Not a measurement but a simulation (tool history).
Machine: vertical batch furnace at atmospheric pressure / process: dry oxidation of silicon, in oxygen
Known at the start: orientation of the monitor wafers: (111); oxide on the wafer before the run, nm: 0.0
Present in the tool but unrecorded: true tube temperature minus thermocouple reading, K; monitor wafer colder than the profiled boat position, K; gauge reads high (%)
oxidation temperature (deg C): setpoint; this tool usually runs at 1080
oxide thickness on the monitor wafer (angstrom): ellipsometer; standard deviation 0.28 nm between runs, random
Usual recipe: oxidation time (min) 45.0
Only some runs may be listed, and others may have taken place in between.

| run | day | oxidation temperature (deg C) | oxidation time (min) | wafers since the last listed run | hours since the last temperature calibration | hours since the boat lift was adjusted | hours since the gauge calibration | read-back reference wafer on the same gauge, thickness | oxide thickness on the monitor wafer (angstrom) |
|---|---|---|---|---|---|---|---|---|---|
| 1 | 0.000 | 1080 | 45.0 | 0 | 2486.1 | 5186.0 | 398.2 | 95.65 | 931.4 |
| 2 | 1.208 | 1080 | 45.0 | 415 | 2515.1 | 5215.0 | 427.2 | 95.62 | 928.9 |
| 3 | 2.279 | 1080 | 32.5 | 368 | 2540.8 | 5240.7 | 452.9 | 95.63 | 760.3 |
| 4 | 3.475 | 1080 | 32.5 | 411 | 2569.5 | 5269.4 | 481.6 | 95.58 | 758.4 |
| 5 | 4.696 | 1080 | 32.5 | 420 | 2598.8 | 5298.7 | 510.9 | 95.57 | 758.3 |
| 6 | 5.229 | 1066 | 45.0 | 183 | 2611.6 | 5311.5 | 523.7 | 95.52 | 849.1 |
| 7 | 6.696 | 1066 | 45.0 | 504 | 2646.8 | 5346.7 | 558.9 | 95.63 | 853.5 |
| 8 | 9.212 | 1066 | 45.0 | 865 | 2707.2 | 5407.1 | 619.3 | 95.64 | 848.1 |
| 9 | 9.938 | 1080 | 45.0 | 249 | 2724.6 | 5424.5 | 636.7 | 95.57 | 930.4 |
| 10 | 13.396 | 1080 | 45.0 | 1189 | 2807.6 | 5507.5 | 719.7 | 95.61 | 932.1 |
| 11 | 14.817 | 1068 | 34.0 | 488 | 2841.7 | 5541.6 | 753.8 | 95.63 | 718.1 |
| 12 | 15.612 | 1080 | 45.0 | 273 | 2860.8 | 5560.7 | 772.9 | 95.63 | 929.7 |
| 13 | 16.683 | 1080 | 45.0 | 368 | 2886.5 | 5586.4 | 798.6 | 95.62 | 933.6 |
| 14 | 17.633 | 1080 | 45.0 | 326 | 2909.3 | 5609.2 | 821.4 | 95.58 | 924.2 |
| 15 | 19.046 | 1070 | 39.5 | 485 | 2943.2 | 5643.1 | 855.3 | 95.67 | 804.7 |
|  | 20.558 | boat lift adjusted |
| 16 | 20.579 | 1070 | 39.5 | 183 | 2980.0 | 0.5 | 892.1 | 95.61 | 798.7 |
| 17 | 20.921 | 1095 | 54.0 | 117 | 2988.2 | 8.7 | 900.3 | 95.65 | 1152.7 |
| 18 | 21.917 | 1102 | 58.5 | 342 | 3012.1 | 32.6 | 924.2 | 95.68 | 1262.2 |
| 19 | 23.312 | 1099 | 65.0 | 480 | 3045.6 | 66.1 | 957.7 | 95.59 | 1323.6 |
| 20 | 24.192 | 1080 | 29.5 | 302 | 3066.7 | 87.2 | 978.8 | 95.58 | 712.2 |
|  | 26.221 | thermocouples replaced and temperature profile calibrated |
| 21 | 26.242 | 1068 | 27.0 | 361 | 0.5 | 136.4 | 1028.0 | 95.59 | 619.6 |
| 22 | 26.467 | 1080 | 25.0 | 77 | 5.9 | 141.8 | 1033.4 | 95.70 | 641.6 |
| 23 | 27.017 | 1080 | 45.0 | 189 | 19.1 | 155.0 | 1046.6 | 95.68 | 934.0 |
| 24 | 28.492 | 1058 | 45.0 | 507 | 54.5 | 190.4 | 1082.0 | 95.60 | 804.0 |
| 25 | 29.775 | 1066 | 58.5 | 441 | 85.3 | 221.2 | 1112.8 | 95.64 | 1002.5 |
|  | 30.062 | gauge calibrated |
| 26 | 30.517 | 1072 | 52.0 | 255 | 103.1 | 239.0 | 10.9 | 95.60 | 967.8 |
| 27 | 31.904 | 1080 | 45.0 | 477 | 136.4 | 272.3 | 44.2 | 95.59 | 933.7 |
| 28 | 33.308 | 1055 | 31.5 | 483 | 170.1 | 306.0 | 77.9 | 95.68 | 629.8 |
| 29 | 34.292 | 1056 | 33.0 | 338 | 193.7 | 329.6 | 101.5 | 95.57 | 655.7 |
| 30 | 35.371 | 1056 | 60.5 | 371 | 219.6 | 355.5 | 127.4 | 95.58 | 969.7 |
| 31 | 36.171 | 1091 | 45.0 | 275 | 238.8 | 374.7 | 146.6 | 95.56 | 1006.6 |
| 32 | 37.583 | 1080 | 45.0 | 485 | 272.7 | 408.6 | 180.5 | 95.63 | 930.6 |
| 33 | 38.417 | 1061 | 27.5 | 286 | 292.7 | 428.6 | 200.5 | 95.55 | 600.4 |

The tool's hidden state at each run:
true tube temperature minus thermocouple reading, K: 0 in every run
monitor wafer colder than the profiled boat position, K: 0 in every run
gauge reads high (%): 0 in every run
